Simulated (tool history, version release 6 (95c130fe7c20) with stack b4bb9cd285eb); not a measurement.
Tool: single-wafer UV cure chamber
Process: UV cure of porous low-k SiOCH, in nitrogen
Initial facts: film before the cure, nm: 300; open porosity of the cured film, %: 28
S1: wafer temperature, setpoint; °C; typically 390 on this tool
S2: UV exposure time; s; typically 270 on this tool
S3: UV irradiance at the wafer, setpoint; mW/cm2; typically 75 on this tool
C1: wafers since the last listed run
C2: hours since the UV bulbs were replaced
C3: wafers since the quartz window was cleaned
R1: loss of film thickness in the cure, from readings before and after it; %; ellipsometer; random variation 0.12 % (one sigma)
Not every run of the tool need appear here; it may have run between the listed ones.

run	hour	S1	S2	S3	C1	C2	C3	R1
1	0.0	390	270	75	0	552.1	1480	13.367
2	29.9	390	270	75	202	582.0	1682	13.509
3	58.6	390	270	75	194	610.7	1877	13.510
4	108.5	390	270	75	338	660.6	2216	13.331
5	151.7	390	270	75	293	703.8	2509	13.119
# hour 212.6: quartz window cleaned
6	214.4	390	270	75	371	766.5	12	14.338
7	253.4	384	270	55	264	805.5	276	12.103
8	302.9	384	270	55	335	855.0	612	12.048
9	367.5	390	350	45	438	919.6	1050	12.150
10	416.1	390	270	75	329	968.2	1380	13.393
11	469.3	390	270	75	360	1021.4	1741	13.451
12	517.4	390	270	75	326	1069.5	2067	13.350
13	576.6	394	140	75	401	1128.7	2469	9.878
14	601.5	394	140	75	168	1153.6	2638	9.951
# hour 661.2: quartz window cleaned
15	673.3	394	140	75	432	1225.4	81	10.758
16	742.7	390	270	75	470	1294.8	552	13.957
17	810.3	390	270	75	458	1362.4	1011	13.546
18	874.4	404	270	75	434	1426.5	1446	13.684
19	916.8	404	270	75	287	1468.9	1733	13.638
20	980.6	404	270	75	432	1532.7	2166	13.517
21	1008.5	390	380	75	189	1560.6	2355	15.289
22	1073.6	390	380	75	441	1625.7	2797	15.081
# hour 1113.0: UV bulbs replaced
23	1116.3	390	380	75	235	3.3	3033	15.305
# hour 1160.5: quartz window cleaned
24	1161.0	390	270	92	248	48.0	3	15.195
25	1210.8	394	140	75	337	97.8	341	10.355
26	1280.3	390	270	75	471	167.3	813	13.671
27	1325.5	390	160	75	306	212.5	1119	10.817
28	1360.7	396	400	55	238	247.7	1358	14.073
29	1395.9	379	410	75	238	282.9	1597	15.479
30	1423.9	390	270	59	189	310.9	1787	11.851
31	1476.2	378	420	98	354	363.2	2142	16.792
32	1514.6	390	380	75	260	401.6	2402	15.104
33	1560.5	403	270	75	311	447.5	2714	13.400
# hour 1571.7: quartz window cleaned
34	1620.4	376	270	51	352	507.4	330	11.573
35	1651.6	390	270	75	211	538.6	542	13.755
36	1720.1	381	370	95	464	607.1	1007	16.449
37	1759.7	372	405	55	268	646.7	1275	13.771
38	1811.5	390	185	75	351	698.5	1627	11.297
39	1865.3	390	270	75	365	752.3	1992	13.244
40	1902.1	399	320	100	249	789.1	2241	15.950
41	1958.3	390	220	101	381	845.3	2623	13.694
42	1986.3	390	270	75	189	873.3	2813	13.295
# hour 1995.7: quartz window cleaned
43	2023.4	396	315	75	197	910.4	188	14.797
44	2076.5	390	270	75	360	963.5	548	13.816
45	2110.2	390	270	75	228	997.2	776	13.534
46	2159.5	390	270	75	334	1046.5	1111	13.598
47	2232.9	403	395	97	497	1119.9	1609	17.309

For some of the steps in R1 from one run to the next: how much would appear even if the tool had no hidden state, given the settings, what came in and random variation, and how much remains for the hidden state plus any gauge scatter that the measured result and the result without hidden state don't share?
Hidden conditions of the tool in this case: lamp output below its setpoint, %; transmission lost against a clean window, %.
Run 5 -> 6: quartz window cleaned. R1 +1.219 %: hidden state +0.854, all else +0.365.
Run 14 -> 15: quartz window cleaned. R1 +0.807 %: hidden state +0.835, all else -0.028.
Run 23 -> 24: S2 380 -> 270, S3 75 -> 92, quartz window cleaned. R1 -0.110 %: hidden state +0.906, all else -1.016.
Run 24 -> 25: S1 390 -> 394, S2 270 -> 140, S3 92 -> 75. R1 -4.840 %: hidden state -0.246, all else -4.594.
Run 30 -> 31: S1 390 -> 378, S2 270 -> 420, S3 59 -> 98. R1 +4.941 %: hidden state -0.132, all else +5.073.
Run 46 -> 47: S1 390 -> 403, S2 270 -> 395, S3 75 -> 97. R1 +3.711 %: hidden state -0.186, all else +3.897.

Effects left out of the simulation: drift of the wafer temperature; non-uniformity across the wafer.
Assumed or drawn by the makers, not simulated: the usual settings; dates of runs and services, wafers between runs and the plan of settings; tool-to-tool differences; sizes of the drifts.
